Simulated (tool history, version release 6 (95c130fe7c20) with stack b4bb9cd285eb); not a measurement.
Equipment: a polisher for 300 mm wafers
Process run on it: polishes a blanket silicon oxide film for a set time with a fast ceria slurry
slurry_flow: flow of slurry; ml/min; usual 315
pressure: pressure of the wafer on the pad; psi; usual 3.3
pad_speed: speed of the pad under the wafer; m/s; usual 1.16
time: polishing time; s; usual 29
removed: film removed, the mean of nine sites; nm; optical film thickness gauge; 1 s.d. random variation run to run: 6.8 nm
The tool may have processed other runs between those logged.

run,hour,slurry_flow,pressure,pad_speed,time,"incoming thickness of the incoming film, nm",removed
1,0.0,315,3.3,1.16,29,1780.9,583.8
2,26.5,315,3.3,1.16,29,1755.5,592.7
# hour 90.7: worn pad replaced by a new one
3,91.2,315,3.3,1.16,29,1745.6,588.0
4,152.5,315,3.3,1.16,29,1806.4,586.7
# hour 200.9: worn pad replaced by a new one
5,201.4,315,3.3,1.16,29,1796.7,595.4
6,228.2,315,3.3,1.16,36,1783.7,747.3
# hour 265.6: head pressure recalibrated
7,290.2,315,3.3,1.16,36,1756.7,686.6
# hour 332.2: worn pad replaced by a new one
8,360.9,315,3.3,1.26,29,1738.2,584.0
# hour 376.6: slurry nozzle cleaned
9,385.0,365,2.9,1.26,19,1805.1,341.9
10,419.0,280,3.3,1.16,24,1759.2,456.9
# hour 433.0: worn pad replaced by a new one
11,450.2,315,3.3,1.16,29,1754.6,554.1
12,509.1,315,4.4,1.16,29,1772.8,720.0
13,551.3,315,3.3,1.16,29,1759.7,557.8
# hour 558.2: worn pad replaced by a new one
14,583.8,315,4.0,1.26,29,1780.8,711.8

Alternative continuations, all from the tool just after run 14; predict every row:
A,584.2,315,3.3,1.16,29,1760.8,?
B,584.2,350,3.3,1.42,24,1760.8,?
C,584.2,365,4.1,0.78,33,1760.8,?
D,584.2,315,4.3,1.16,29,1760.8,?

run,removed
A,551.0
B,525.2
C,622.5
D,718.0
Without the tool's unlogged condition, the same runs would have read:
run,removed
A,543.8
B,518.4
C,614.4
D,708.6
